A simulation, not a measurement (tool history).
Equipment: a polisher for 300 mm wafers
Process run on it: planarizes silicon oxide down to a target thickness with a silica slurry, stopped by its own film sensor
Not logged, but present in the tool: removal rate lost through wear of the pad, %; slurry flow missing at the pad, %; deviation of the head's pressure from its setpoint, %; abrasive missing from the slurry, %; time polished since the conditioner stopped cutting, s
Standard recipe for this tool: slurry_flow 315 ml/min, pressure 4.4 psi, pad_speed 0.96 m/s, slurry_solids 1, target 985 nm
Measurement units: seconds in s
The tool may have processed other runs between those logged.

run,day,slurry_flow,pressure,pad_speed,slurry_solids,target,wafers since the last listed run,wafers polished on this pad,hours since the slurry nozzle was cleaned,hours since the head pressure was calibrated,hours since the slurry blender was calibrated,hours since the conditioning disc was replaced,"incoming thickness of the incoming film, nm",seconds
1,0,315,4.4,0.96,1,985,0,20,242.3,829.4,161.9,113.6,1383.6,147.2
# day 2.371: slurry blender recalibrated
2,3.662,315,4.4,0.96,1,985,515,535,330.2,917.3,31,201.5,1414.4,166.3
# day 4.654: conditioning disc replaced and pad reconditioned
# day 6.638: slurry nozzle cleaned
3,7.171,315,4.4,0.96,1,985,486,1021,12.8,1001.5,115.2,60.4,1384.3,143.4
4,8.75,315,4.4,0.96,1,985,227,1249,50.7,1039.4,153.1,98.3,1397.9,149.5
# day 11.421: worn pad replaced by a new one
5,11.85,315,4.4,0.96,1,985,422,61,125.1,1113.8,227.5,172.7,1385,146.4
# day 12.117: slurry blender recalibrated
# day 14.642: conditioning disc replaced and pad reconditioned
6,15.692,315,4.9,0.96,1,985,528,590,217.3,1206,85.8,25.2,1384.8,134.5
7,18.171,315,4.9,0.96,1,985,356,947,276.8,1265.5,145.3,84.7,1376.9,132.5
# day 19.867: head pressure recalibrated
8,19.888,315,4.9,0.96,1,985,235,1182,318,0.5,186.5,125.9,1367.4,128.6
# day 20.412: slurry nozzle cleaned
# day 21.017: worn pad replaced by a new one, of another model than before
9,22.296,315,4.4,0.7,1,985,316,183,45.2,58.3,244.3,183.7,1403,180.9
# day 23.283: slurry blender recalibrated
# day 24.238: conditioning disc replaced and pad reconditioned
10,26.479,315,4.4,0.96,1,852,577,761,145.6,158.7,76.7,53.8,1397.1,202.1
11,28.583,315,4.4,0.96,1,985,302,1064,196.1,209.2,127.2,104.3,1384.6,144.9
# day 31.879: worn pad replaced by a new one
12,32.392,315,4.4,0.96,1,985,524,73,287.5,300.6,218.6,195.7,1381.8,150.1
# day 33.696: slurry nozzle cleaned
# day 33.729: conditioning disc replaced and pad reconditioned
# day 34.775: slurry blender recalibrated
13,34.796,315,4,0.8,1,985,323,397,26.4,358.3,0.5,25.6,1364.8,162.7
14,37.025,315,3.8,0.96,1,985,320,717,79.9,411.8,54,79.1,1391.8,157.1
15,40.308,315,4.4,0.96,1,985,472,1190,158.7,490.6,132.8,157.9,1371,142.6
16,43.179,315,5.3,0.96,1.2,985,413,1603,227.6,559.5,201.7,226.8,1384.5,117.7
# day 43.421: worn pad replaced by a new one
# day 44.317: conditioning disc replaced and pad reconditioned
# day 46.375: slurry blender recalibrated
17,47.158,315,4,0.96,0.8,985,524,513,323.1,655,18.8,68.2,1413.5,200.8
# day 48.088: slurry nozzle cleaned
18,51.117,315,3.4,0.96,1,985,563,1077,72.7,750,113.8,163.2,1361.8,158.9

Table of differences, measured result less the result of that run with no hidden state. Run-to-run variation is the same in both. Gauge scatter possibly is not:
run,seconds
1,+5.4
2,+9.7
3,+0.5
4,+1.2
5,+2.6
6,+4.4
7,+6
8,+7.2
9,+1.2
10,+3.2
11,+3.1
12,+4.9
13,+0.3
14,+1
15,+1.9
16,+2.5
17,+6.6
18,+1.3

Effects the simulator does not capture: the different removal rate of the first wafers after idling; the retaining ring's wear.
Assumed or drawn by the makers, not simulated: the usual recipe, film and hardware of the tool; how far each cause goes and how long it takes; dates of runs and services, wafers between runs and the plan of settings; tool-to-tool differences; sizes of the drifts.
